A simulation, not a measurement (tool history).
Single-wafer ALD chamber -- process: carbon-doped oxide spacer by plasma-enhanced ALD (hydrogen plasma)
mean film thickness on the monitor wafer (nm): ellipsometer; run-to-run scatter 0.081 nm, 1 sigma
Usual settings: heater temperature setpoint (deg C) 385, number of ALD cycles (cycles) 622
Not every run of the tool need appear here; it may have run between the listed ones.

run	day	heater temperature setpoint (deg C)	number of ALD cycles (cycles)	wafers since the last listed run	hours since the last thermocouple change	hours since the gauge calibration	read-back reference wafer on the same gauge, thickness_nm	mean film thickness on the monitor wafer (nm)
1	0	380	664	0	1300.9	263.2	39.035	34.9
2	5.383	395	622	79	1430.1	392.4	39.017	32.698
3	7.775	395	622	35	1487.5	449.8	38.99	32.589
4	10.612	385	622	42	1555.6	517.9	38.967	32.508
5	12.521	385	622	28	1601.4	563.7	38.977	32.573
6	24.95	385	716	184	1899.7	862	39.025	37.479
7	27.65	385	716	39	1964.5	926.8	38.989	37.574
8	30.7	385	716	45	2037.7	1000	39.024	37.354
9	34.175	385	622	51	2121.1	1083.4	38.982	32.518
10	37.012	385	622	42	2189.2	1151.5	38.992	32.561
11	40.917	385	622	57	2282.9	1245.2	38.972	32.536
12	44.683	385	622	55	2373.3	1335.6	39	32.588
13	49.883	395	707	76	2498.1	1460.4	38.984	36.908
14	51.392	395	707	22	2534.3	1496.6	38.984	37.059
15	54.738	395	707	49	2614.6	1576.9	38.99	37.161
16	57.733	385	622	44	2686.5	1648.8	39.03	32.616
17	59.342	385	622	23	2725.1	1687.4	38.979	32.641
18	63.3	385	622	58	2820.1	1782.4	39.024	32.585
# day 65.25: thermocouple changed; heater temperature recalibrated
19	65.371	385	622	25	2.9	1832.1	39.007	32.555
20	67.7	385	622	34	58.8	1888	38.999	32.534
21	69.533	385	622	27	102.8	1932	38.941	32.656
22	72.217	391	662	39	167.2	1996.4	38.99	34.812
23	76.346	391	662	61	266.3	2095.5	39.005	34.466
# day 76.462: gauge calibrated
24	79.104	385	622	40	332.5	63.4	39.05	32.636
25	81.917	395	573	41	400	130.9	38.955	29.948
26	85.221	385	732	48	479.3	210.2	39.009	38.278
27	87.646	385	622	35	537.5	268.4	39.007	32.542
28	90.1	385	569	36	596.4	327.3	39.036	29.713
29	91.679	380	584	23	634.3	365.2	38.963	30.71
30	93.208	385	622	22	671	401.9	39.017	32.559
31	97.012	385	622	56	762.3	493.2	39.006	32.559
32	100.638	371	666	53	849.3	580.2	39.009	34.763
33	102.421	377	688	26	892.1	623	39.059	36.198
34	106.783	385	622	64	996.8	727.7	39.001	32.574
35	109.871	399	622	45	1070.9	801.8	38.977	32.543
36	111.971	385	556	31	1121.3	852.2	39.003	29.141
37	114.021	385	622	30	1170.5	901.4	39.032	32.479
38	116.275	390	723	33	1224.6	955.5	38.984	37.933
39	123.021	372	501	99	1386.5	1117.4	38.992	26.259
40	126.383	376	670	49	1467.2	1198.1	39.01	35.2
41	128.242	370	622	27	1511.8	1242.7	38.984	32.608
42	129.838	385	622	23	1550.1	1281	38.955	32.635
43	133.288	374	538	51	1632.9	1363.8	39.014	28.096
44	137.638	385	666	64	1737.3	1468.2	39.035	34.927
45	140.704	385	622	45	1810.9	1541.8	38.97	32.562
46	144.062	371	622	49	1891.5	1622.4	39	32.435

Give the tool's hidden conditions for every run:
wafer temperature above the value expected at the setpoint (K): 0 at every run
gauge reads high (%): 0 at every run

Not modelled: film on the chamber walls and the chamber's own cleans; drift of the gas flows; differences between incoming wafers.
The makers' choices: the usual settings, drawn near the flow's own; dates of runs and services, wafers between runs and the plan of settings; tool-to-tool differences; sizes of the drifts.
